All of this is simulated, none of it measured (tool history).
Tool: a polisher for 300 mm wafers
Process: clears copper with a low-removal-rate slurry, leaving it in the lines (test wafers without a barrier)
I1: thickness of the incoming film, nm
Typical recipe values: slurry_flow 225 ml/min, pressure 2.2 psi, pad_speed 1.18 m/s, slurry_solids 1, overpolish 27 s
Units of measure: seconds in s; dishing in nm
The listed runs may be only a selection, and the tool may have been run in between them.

Run 1, hour 0: usual settings; I1 457.4. Result: seconds 199.9 s, dishing 32.5 nm.
At hour 45.7: worn pad replaced by a new one.
Run 2, hour 71.4: usual settings; I1 441.8. Result: seconds 192.7 s, dishing 31.4 nm.
Run 3, hour 167.7: usual settings; I1 454.5. Result: seconds 204.7 s, dishing 32.2 nm.
At hour 254.4: slurry blender recalibrated.
Run 4, hour 256.1: usual settings; I1 443.1. Result: seconds 202.4 s, dishing 31 nm.
At hour 321.7: slurry nozzle cleaned.
At hour 332.8: worn pad replaced by a new one.
Run 5, hour 344.5: usual settings but slurry_flow 260 ml/min; I1 447.3. Result: seconds 185.1 s, dishing 33 nm.
Run 6, hour 447.5: usual settings but slurry_flow 260 ml/min; I1 459.2. Result: seconds 195.8 s, dishing 32 nm.
Run 7, hour 500.7: usual settings; I1 457.5. Result: seconds 195 s, dishing 31.4 nm.
At hour 527.4: slurry blender recalibrated.
Run 8, hour 598.1: usual settings but slurry_flow 285 ml/min, pressure 2.5 psi, pad_speed 1.5 m/s, overpolish 15 s; I1 450.7. Result: seconds 132.9 s, dishing 28 nm.
At hour 611.1: worn pad replaced by a new one.
At hour 859.4: worn pad replaced by a new one.
At hour 860.6: slurry blender recalibrated.
At hour 870.8: head pressure recalibrated.
Run 9, hour 891: usual settings but slurry_flow 270 ml/min, pressure 2.9 psi, overpolish 14 s; I1 449.3. Result: seconds 156.9 s, dishing 25 nm.
At hour 972.9: slurry nozzle cleaned.
Run 10, hour 981.9: usual settings but pad_speed 1.28 m/s; I1 456.3. Result: seconds 180.4 s, dishing 33.8 nm.
Run 11, hour 1087.4: usual settings; I1 448.1. Result: seconds 186.7 s, dishing 31.9 nm.
At hour 1114.4: slurry blender recalibrated.
Run 12, hour 1146.4: usual settings but overpolish 22 s; I1 447. Result: seconds 190.5 s, dishing 28.5 nm.
At hour 1176.8: worn pad replaced by a new one.
Run 13, hour 1208.2: usual settings but slurry_flow 255 ml/min, pressure 1.5 psi; I1 449.2. Result: seconds 255.5 s, dishing 25.3 nm.
Run 14, hour 1262.1: usual settings but slurry_flow 170 ml/min, pressure 1.9 psi, slurry_solids 1.1, overpolish 32 s; I1 448. Result: seconds 225.8 s, dishing 32.4 nm.
At hour 1426: slurry blender recalibrated.
Run 15, hour 1455.4: usual settings; I1 441.8. Result: seconds 198.2 s, dishing 33.3 nm.

3 options for the next run, each taken on its own from the tool as it stands now. Forecast them:
Run A, hour 1455.9: usual settings; I1 448.1. Result: seconds ?, dishing ?.
Run B, hour 1455.9: usual settings but pressure 1.5 psi, slurry_solids 0.75; I1 448.1. Result: seconds ?, dishing ?.
Run C, hour 1455.9: usual settings but slurry_flow 195 ml/min, pad_speed 0.9 m/s, slurry_solids 0.75; I1 448.1. Result: seconds ?, dishing ?.

run  seconds  dishing
  A    200.5     31.9
  B    285.3     24.8
  C    279.8     25.8
Stripped of hidden state, with their random variation kept, the same runs would have yielded:
run  seconds  dishing
  A    190.1       33
  B    270.6     25.7
  C    263.5     26.9

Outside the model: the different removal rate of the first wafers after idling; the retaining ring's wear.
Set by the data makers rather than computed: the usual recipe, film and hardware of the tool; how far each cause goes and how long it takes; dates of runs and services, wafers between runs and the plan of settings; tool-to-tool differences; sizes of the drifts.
